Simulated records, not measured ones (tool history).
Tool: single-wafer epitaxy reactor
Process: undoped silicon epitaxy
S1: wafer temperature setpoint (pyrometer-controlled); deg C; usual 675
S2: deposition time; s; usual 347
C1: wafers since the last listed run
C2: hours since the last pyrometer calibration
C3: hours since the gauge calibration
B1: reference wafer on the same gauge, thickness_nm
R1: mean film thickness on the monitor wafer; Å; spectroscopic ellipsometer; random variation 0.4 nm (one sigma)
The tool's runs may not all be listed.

| run | day | S1 | S2 | C1 | C2 | C3 | B1 | R1 |
|---|---|---|---|---|---|---|---|---|
| 1 | 0.000 | 670 | 347 | 0 | 943.8 | 121.7 | 89.450 | 710.09 |
| 2 | 0.408 | 670 | 347 | 69 | 953.6 | 131.5 | 89.353 | 708.62 |
| 3 | 0.971 | 675 | 347 | 95 | 967.1 | 145.0 | 89.495 | 803.06 |
| 4 | 1.612 | 675 | 347 | 108 | 982.5 | 160.4 | 89.360 | 793.56 |
| 5 | 2.333 | 675 | 347 | 121 | 999.8 | 177.7 | 89.453 | 795.14 |
| 6 | 2.721 | 675 | 347 | 65 | 1009.1 | 187.0 | 89.515 | 790.00 |
| 7 | 3.188 | 682 | 347 | 78 | 1020.3 | 198.2 | 89.421 | 925.44 |
| 8 | 3.479 | 675 | 347 | 49 | 1027.3 | 205.2 | 89.519 | 787.06 |
| 9 | 3.933 | 675 | 347 | 76 | 1038.2 | 216.1 | 89.409 | 788.99 |
| 10 | 4.250 | 675 | 347 | 53 | 1045.8 | 223.7 | 89.333 | 780.88 |
| 11 | 4.967 | 675 | 347 | 121 | 1063.0 | 240.9 | 89.360 | 779.87 |
|  | 5.458 | pyrometer calibrated |
| 12 | 5.542 | 675 | 347 | 40 | 2.0 | 254.7 | 89.318 | 867.58 |
| 13 | 6.212 | 660 | 366 | 113 | 18.1 | 270.8 | 89.255 | 638.00 |
| 14 | 6.712 | 675 | 347 | 84 | 30.1 | 282.8 | 89.357 | 867.83 |
| 15 | 7.450 | 675 | 347 | 124 | 47.8 | 300.5 | 89.413 | 866.61 |
| 16 | 7.775 | 675 | 369 | 54 | 55.6 | 308.3 | 89.420 | 930.72 |
|  | 8.096 | gauge calibrated |
| 17 | 8.383 | 689 | 365 | 102 | 70.2 | 6.9 | 89.232 | 1256.51 |
| 18 | 8.671 | 668 | 324 | 48 | 77.1 | 13.8 | 89.406 | 686.84 |
| 19 | 9.371 | 668 | 395 | 118 | 93.9 | 30.6 | 89.302 | 835.05 |
| 20 | 9.862 | 680 | 405 | 83 | 105.7 | 42.4 | 89.442 | 1136.10 |
| 21 | 10.346 | 675 | 347 | 81 | 117.3 | 54.0 | 89.295 | 864.08 |
| 22 | 10.854 | 675 | 347 | 85 | 129.5 | 66.2 | 89.427 | 869.27 |
| 23 | 11.333 | 682 | 370 | 81 | 141.0 | 77.7 | 89.409 | 1091.83 |
| 24 | 11.988 | 669 | 404 | 110 | 156.7 | 93.4 | 89.458 | 865.20 |

The tool's hidden state at each run:
gauge reads high (%): 0 in every run
H1: wafer temperature above the value expected at the setpoint (K)
| run | H1 |
|---|---|
| 1 | -3.97 |
| 2 | -4.05 |
| 3 | -4.16 |
| 4 | -4.3 |
| 5 | -4.45 |
| 6 | -4.53 |
| 7 | -4.63 |
| 8 | -4.7 |
| 9 | -4.8 |
| 10 | -4.87 |
| 11 | -5.03 |
| 12 | -0.531 |
| 13 | -0.533 |
| 14 | -0.535 |
| 15 | -0.541 |
| 16 | -0.545 |
| 17 | -0.553 |
| 18 | -0.558 |
| 19 | -0.57 |
| 20 | -0.581 |
| 21 | -0.592 |
| 22 | -0.606 |
| 23 | -0.62 |
| 24 | -0.64 |
